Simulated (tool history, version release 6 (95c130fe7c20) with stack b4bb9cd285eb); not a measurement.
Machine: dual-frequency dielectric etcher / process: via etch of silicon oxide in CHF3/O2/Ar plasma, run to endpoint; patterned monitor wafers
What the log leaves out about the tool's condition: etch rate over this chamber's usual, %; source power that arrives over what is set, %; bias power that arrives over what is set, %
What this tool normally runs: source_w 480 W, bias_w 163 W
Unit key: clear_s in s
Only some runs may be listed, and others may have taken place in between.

run   hour  source_w  bias_w  wafers since the last listed run  hours since the last wet clean  hours since the last source power generator calibration  hours since the last bias power generator calibration  hours since the last upper electrode change  incoming incoming film thickness, nm  clear_s
  1    0.0       480     177                                 0                           377.4                                                   3409.8                                                 3432.9                                       2736.2                                 625.7    375.2
  2   28.0       480     163                               134                           405.4                                                   3437.8                                                 3460.9                                       2764.2                                 627.4    385.1
  3   49.6       480     163                               103                           427.0                                                   3459.4                                                 3482.5                                       2785.8                                 643.6    393.2
  4   77.0       480     163                               131                           454.4                                                   3486.8                                                 3509.9                                       2813.2                                 634.8    386.7
  5  103.1       480     163                               124                           480.5                                                   3512.9                                                 3536.0                                       2839.3                                 632.6    386.9
  6  134.8       480     163                               151                           512.2                                                   3544.6                                                 3567.7                                       2871.0                                 627.0    383.2
  7  163.4       480     163                               136                           540.8                                                   3573.2                                                 3596.3                                       2899.6                                 631.6    384.2
     172.4  -- source power generator calibrated
     203.3  -- bias power generator calibrated
     205.8  -- upper electrode replaced
  8  206.3       480     163                               155                           583.7                                                     33.9                                                    3.0                                          0.5                                 633.0    385.1
  9  208.1       480     163                                 8                           585.5                                                     35.7                                                    4.8                                          2.3                                 625.5    380.5
     235.9  -- wet clean of the chamber
 10  236.4       480     163                                20                             0.5                                                     64.0                                                   33.1                                         30.6                                 626.1    387.9
 11  246.6       370     148                                48                            10.7                                                     74.2                                                   43.3                                         40.8                                 631.9    441.5
 12  259.3       480     179                                60                            23.4                                                     86.9                                                   56.0                                         53.5                                 633.4    380.1
 13  281.3       420     203                               105                            45.4                                                    108.9                                                   78.0                                         75.5                                 623.0    378.3
 14  314.2       540     163                               157                            78.3                                                    141.8                                                  110.9                                        108.4                                 642.0    379.6
 15  338.0       590     188                               113                           102.1                                                    165.6                                                  134.7                                        132.2                                 633.3    345.8
 16  355.2       450     123                                82                           119.3                                                    182.8                                                  151.9                                        149.4                                 637.4    430.9
 17  378.6       480     135                               112                           142.7                                                    206.2                                                  175.3                                        172.8                                 632.5    408.8
 18  396.4       480     163                                85                           160.5                                                    224.0                                                  193.1                                        190.6                                 635.4    390.2
 19  427.0       560     183                               146                           191.1                                                    254.6                                                  223.7                                        221.2                                 623.2    349.3
 20  441.6       480     179                                69                           205.7                                                    269.2                                                  238.3                                        235.8                                 636.0    379.1

What if the next run were any one of these 5? Each begins from the tool's condition after run 20:
  A  442.1       420     163                                 2                           206.2                                                    269.7                                                  238.8                                        236.3                                 631.8        ?
  B  442.1       590     163                                 2                           206.2                                                    269.7                                                  238.8                                        236.3                                 631.8        ?
  C  442.1       430     163                                 2                           206.2                                                    269.7                                                  238.8                                        236.3                                 631.8        ?
  D  442.1       510     181                                 2                           206.2                                                    269.7                                                  238.8                                        236.3                                 631.8        ?
  E  442.1       480     178                                 2                           206.2                                                    269.7                                                  238.8                                        236.3                                 631.8        ?

run  clear_s
  A    404.1
  B    356.1
  C    400.6
  D    365.2
  E    375.3
Without the tool's hidden state the same runs would have given:
run  clear_s
  A    409.0
  B    360.4
  C    405.5
  D    369.6
  E    379.8
